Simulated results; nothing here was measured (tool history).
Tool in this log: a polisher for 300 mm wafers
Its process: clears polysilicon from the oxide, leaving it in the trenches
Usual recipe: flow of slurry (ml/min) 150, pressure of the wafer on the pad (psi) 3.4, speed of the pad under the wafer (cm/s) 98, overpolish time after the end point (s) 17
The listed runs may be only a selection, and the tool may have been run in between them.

run    hour  flow of slurry (ml/min)  pressure of the wafer on the pad (psi)  speed of the pad under the wafer (cm/s)  overpolish time after the end point (s)  incoming thickness of the incoming film, nm  time until the end point was called (s)
  1       0                      150                                     3.4                                       98                                       17                                        336.1                                       20
  2    67.8                      150                                     3.4                                       98                                       17                                          340                                     19.9
  3   100.7                      150                                     3.4                                       98                                       15                                        336.8                                     19.7
  4   146.8                      150                                     3.4                                       98                                       15                                        335.1                                     19.8
      150.9  -- slurry nozzle cleaned
  5   203.9                      150                                     3.4                                       98                                       15                                        342.1                                     19.5
  6   266.4                      150                                     3.4                                       98                                       17                                        344.1                                     19.8
      286.9  -- worn pad replaced by a new one
  7   331.5                      150                                     3.4                                       98                                       17                                        339.7                                       19
  8   381.9                      150                                       3                                       98                                       17                                        340.6                                     22.6
  9   416.5                      150                                       3                                       98                                       17                                        337.7                                     21.8
 10   450.1                      150                                       3                                       98                                       17                                        342.7                                     21.8
 11     506                      150                                     3.4                                       98                                       13                                        341.4                                     18.9
      512.4  -- head pressure recalibrated, repeated, since the last time left the tool worse
 12   545.5                      150                                     3.4                                       98                                       13                                        338.4                                     21.1
 13   610.9                      115                                     4.6                                       98                                       17                                        342.7                                     17.4
      663.2  -- slurry nozzle cleaned
 14   682.5                      150                                     3.4                                       98                                       15                                        336.1                                     21.7
      720.9  -- worn pad replaced by a new one
 15   743.9                      165                                     2.9                                       98                                       21                                          345                                     24.7
 16   810.5                      110                                     2.9                                      128                                       25                                        340.2                                     20.4
 17   843.9                      150                                     3.4                                       76                                        7                                        337.1                                     27.1
 18   878.2                      150                                     3.4                                      122                                       17                                        343.5                                     17.3
       1030  -- head pressure recalibrated
 19  1088.2                      170                                     3.4                                       98                                       17                                        341.4                                     21.5
 20    1144                      150                                     2.7                                      116                                       10                                        333.9                                     23.1
       1165  -- slurry nozzle cleaned
 21  1208.9                      150                                       4                                      126                                       21                                        342.6                                     14.2
     1229.6  -- worn pad replaced by a new one
 22  1263.7                      150                                     3.4                                       98                                       10                                        334.7                                     20.8
 23  1324.3                      150                                     3.4                                       98                                       10                                        338.4                                     21.7
 24  1378.6                      150                                     2.3                                       98                                       12                                        337.9                                     32.1
 25  1411.3                      190                                     2.4                                      114                                       17                                        338.6                                     24.4
 26  1459.4                      150                                     3.4                                       98                                       17                                        343.5                                     20.6
     1473.2  -- head pressure recalibrated
 27  1491.1                      115                                     4.5                                      122                                       17                                        332.4                                     13.4
 28    1544                      150                                     3.4                                       98                                       17                                        333.3                                     21.7
 29  1576.1                      125                                     3.4                                       82                                       17                                        343.1                                     27.7
 30  1603.5                      150                                     3.1                                       98                                       17                                        341.2                                     23.4
     1653.9  -- worn pad replaced by a new one
 31  1654.4                      190                                     4.4                                       80                                       13                                        337.3                                       20
     1663.2  -- slurry nozzle cleaned
 32  1687.3                      150                                     3.4                                       64                                       17                                        336.2                                     32.7
 33  1719.2                      150                                     2.3                                       98                                       22                                        335.3                                       31

Forecast each of these 5 alternatives for the next run:
  A  1719.6                      150                                     3.4                                       98                                       24                                        335.3                                        ?
  B  1719.6                      135                                     3.4                                       98                                       17                                        335.3                                        ?
  C  1719.6                      130                                     4.1                                       72                                       17                                        335.3                                        ?
  D  1719.6                      170                                     4.1                                      128                                       12                                        335.3                                        ?
  E  1719.6                      150                                     3.4                                      118                                       17                                        335.3                                        ?

run  time until the end point was called (s)
  A                                     21.4
  B                                     21.8
  C                                     24.8
  D                                     13.3
  E                                     17.8
Had the tool no hidden state, the same runs would have come out as:
run  time until the end point was called (s)
  A                                     21.9
  B                                     22.4
  C                                     25.5
  D                                     13.6
  E                                     18.2
